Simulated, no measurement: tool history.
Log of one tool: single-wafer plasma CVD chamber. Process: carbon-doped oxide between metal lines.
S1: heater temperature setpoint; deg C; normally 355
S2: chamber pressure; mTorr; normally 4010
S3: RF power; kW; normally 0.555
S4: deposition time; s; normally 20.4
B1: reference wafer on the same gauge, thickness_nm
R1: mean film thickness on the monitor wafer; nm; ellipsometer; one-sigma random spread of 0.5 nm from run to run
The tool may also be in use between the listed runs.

run 1 hour=0.0 | S1=355 S2=4010 S3=0.555 S4=20.4 | B1=95.936 | R1=105.976
run 2 hour=101.3 | S1=346 S2=3430 S3=0.555 S4=20.4 | B1=96.027 | R1=106.400
run 3 hour=195.5 | S1=346 S2=3430 S3=0.555 S4=20.4 | B1=96.175 | R1=106.331
run 4 hour=241.4 | S1=355 S2=4010 S3=0.555 S4=20.4 | B1=96.118 | R1=105.364
run 5 hour=285.0 | S1=355 S2=4010 S3=0.555 S4=20.4 | B1=95.978 | R1=104.848
run 6 hour=357.1 | S1=355 S2=4010 S3=0.555 S4=20.4 | B1=95.994 | R1=105.367
run 7 hour=403.1 | S1=355 S2=4400 S3=0.520 S4=20.4 | B1=95.882 | R1=101.693
run 8 hour=452.6 | S1=355 S2=4400 S3=0.520 S4=20.4 | B1=96.151 | R1=101.389
run 9 hour=524.1 | S1=355 S2=4400 S3=0.520 S4=20.4 | B1=95.993 | R1=100.819
run 10 hour=584.9 | S1=355 S2=3720 S3=0.555 S4=20.4 | B1=95.891 | R1=104.670
run 11 hour=846.6 | S1=355 S2=3720 S3=0.555 S4=20.4 | B1=95.968 | R1=104.614
run 12 hour=926.4 | S1=355 S2=3720 S3=0.555 S4=20.4 | B1=96.006 | R1=109.747
run 13 hour=971.4 | S1=355 S2=4010 S3=0.555 S4=20.4 | B1=96.020 | R1=109.321
run 14 hour=1064.0 | S1=363 S2=4010 S3=0.525 S4=20.4 | B1=96.225 | R1=103.014
run 15 hour=1168.5 | S1=366 S2=4010 S3=0.555 S4=20.4 | B1=96.273 | R1=105.060
run 16 hour=1219.8 | S1=355 S2=4010 S3=0.555 S4=20.4 | B1=95.940 | R1=107.279
run 17 hour=1283.5 | S1=355 S2=4620 S3=0.620 S4=20.4 | B1=95.849 | R1=119.976
run 18 hour=1335.7 | S1=346 S2=4490 S3=0.510 S4=22.0 | B1=95.948 | R1=108.570
run 19 hour=1424.2 | S1=355 S2=3720 S3=0.555 S4=20.4 | B1=95.860 | R1=104.587
run 20 hour=1461.9 | S1=355 S2=4010 S3=0.655 S4=24.3 | B1=95.871 | R1=144.947
run 21 hour=1562.1 | S1=355 S2=3480 S3=0.515 S4=20.4 | B1=96.020 | R1=96.577
run 22 hour=1603.1 | S1=347 S2=4010 S3=0.555 S4=20.4 | B1=95.839 | R1=107.264
run 23 hour=1656.5 | S1=355 S2=4010 S3=0.655 S4=24.3 | B1=96.039 | R1=144.638
run 24 hour=1758.4 | S1=355 S2=4010 S3=0.555 S4=20.4 | B1=96.024 | R1=103.970
run 25 hour=1822.9 | S1=355 S2=4010 S3=0.660 S4=20.4 | B1=95.987 | R1=122.350
run 26 hour=1930.2 | S1=346 S2=4490 S3=0.510 S4=22.0 | B1=96.060 | R1=106.061
run 27 hour=1994.6 | S1=355 S2=4390 S3=0.490 S4=17.7 | B1=95.997 | R1=78.840

Not shown here: 5 entries made in the log between runs. Locate each between two listed runs and compare the hidden state at the listed run before it with the hidden state at the listed run after it:
After run 10, before run 11: capacitance manometer re-zeroed and calibrated (hour 771.3)
  delivered RF power above the setpoint (%): -6.13 -> -6.28
  measured minus no-state result, R1: -5.296 -> -5.428 nm
After run 11, before run 12: RF generator calibrated (hour 913.5)
  delivered RF power above the setpoint (%): -6.28 -> -0.712
  measured minus no-state result, R1: -5.428 -> -0.594 nm
After run 13, before run 14: thermocouple changed; heater temperature recalibrated (hour 1031.3)
  delivered RF power above the setpoint (%): -1.19 -> -2.07
  measured minus no-state result, R1: -1.007 -> -1.689 nm
After run 16, before run 17: showerhead replaced, of another model than before (hour 1255.8)
  delivered RF power above the setpoint (%): -3.26 -> -3.66
  measured minus no-state result, R1: -2.789 -> -4.407 nm
After run 17, before run 18: gauge calibrated (hour 1284.5)
  delivered RF power above the setpoint (%): -3.66 -> -3.96
  measured minus no-state result, R1: -4.407 -> -4.562 nm

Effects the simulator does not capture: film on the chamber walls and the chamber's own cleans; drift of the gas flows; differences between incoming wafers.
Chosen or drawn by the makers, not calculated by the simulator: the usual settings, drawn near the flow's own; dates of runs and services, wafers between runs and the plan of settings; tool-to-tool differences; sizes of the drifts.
